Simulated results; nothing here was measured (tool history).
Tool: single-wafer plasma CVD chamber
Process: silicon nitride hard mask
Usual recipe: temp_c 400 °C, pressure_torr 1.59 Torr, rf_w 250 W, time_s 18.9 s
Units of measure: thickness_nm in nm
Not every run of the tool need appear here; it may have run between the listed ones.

run   hour  temp_c  pressure_torr  rf_w  time_s  read-back reference wafer on the same gauge, thickness_nm  thickness_nm
  1    0.0     400           1.59   250    18.9                                                     20.177        17.277
      18.1  -- capacitance manometer re-zeroed and calibrated
  2   18.6     400           1.59   250    18.9                                                     20.163        17.591
  3   27.0     400           1.59   250    18.9                                                     20.164        17.753
      53.6  -- RF generator calibrated
  4   72.4     400           1.59   250    21.1                                                     20.193        19.803
  5   84.7     400           1.59   250    21.1                                                     20.172        19.798
  6  101.5     400           1.85   250    20.2                                                     20.197        19.762
  7  111.4     400           1.85   250    20.2                                                     20.185        19.727
     130.2  -- showerhead replaced
  8  130.7     400           1.59   250    18.9                                                     20.185        17.587
  9  137.1     390           1.59   250    22.3                                                     20.193        20.882
 10  143.2     392           1.59   205    18.9                                                     20.220        14.546
 11  151.9     400           1.59   250    18.9                                                     20.196        17.728
     160.5  -- gauge calibrated
     161.0  -- thermocouple changed; heater temperature recalibrated
 12  161.5     400           1.59   250    18.9                                                     20.184        17.599
 13  169.0     408           1.59   250    18.9                                                     20.196        17.541
 14  184.6     400           1.59   285    18.9                                                     20.224        19.851
 15  200.9     400           1.59   250    18.9                                                     20.224        17.624
 16  213.6     400           1.95   250    16.6                                                     20.191        16.471
 17  225.4     400           1.59   250    22.6                                                     20.211        21.114
 18  234.3     400           1.59   250    18.9                                                     20.204        17.672
 19  241.3     400           1.59   250    18.9                                                     20.195        17.588
 20  250.4     385           1.94   230    17.6                                                     20.201        16.300
 21  257.6     400           1.59   300    18.9                                                     20.202        20.571
 22  266.9     400           1.96   205    18.9                                                     20.183        15.456
 23  279.4     400           1.59   250    18.9                                                     20.177        17.639
 24  294.6     400           1.59   250    18.9                                                     20.213        17.520
 25  312.5     400           1.59   250    18.9                                                     20.180        17.606
 26  322.6     414           1.34   285    21.4                                                     20.168        21.004
 27  338.5     407           1.59   275    15.6                                                     20.223        15.789
 28  356.4     400           1.24   230    16.2                                                     20.198        12.712

Alternative continuations, all from the tool just after run 28; predict every row:
  A  356.8     400           1.79   250    18.9                                                          ?             ?
  B  356.8     393           1.59   220    16.0                                                          ?             ?
  C  356.8     393           1.90   280    20.7                                                          ?             ?
  D  356.8     411           1.77   250    18.9                                                          ?             ?
  E  356.8     386           1.42   235    18.9                                                          ?             ?

run  read-back reference wafer on the same gauge, thickness_nm  thickness_nm
  A                                                     20.212        18.268
  B                                                     20.212        13.219
  C                                                     20.212        22.590
  D                                                     20.212        18.117
  E                                                     20.212        16.070
Stripped of hidden state, with their random variation kept, the same runs would have yielded:
run  thickness_nm
  A        18.368
  B        13.294
  C        22.713
  D        18.216
  E        16.164

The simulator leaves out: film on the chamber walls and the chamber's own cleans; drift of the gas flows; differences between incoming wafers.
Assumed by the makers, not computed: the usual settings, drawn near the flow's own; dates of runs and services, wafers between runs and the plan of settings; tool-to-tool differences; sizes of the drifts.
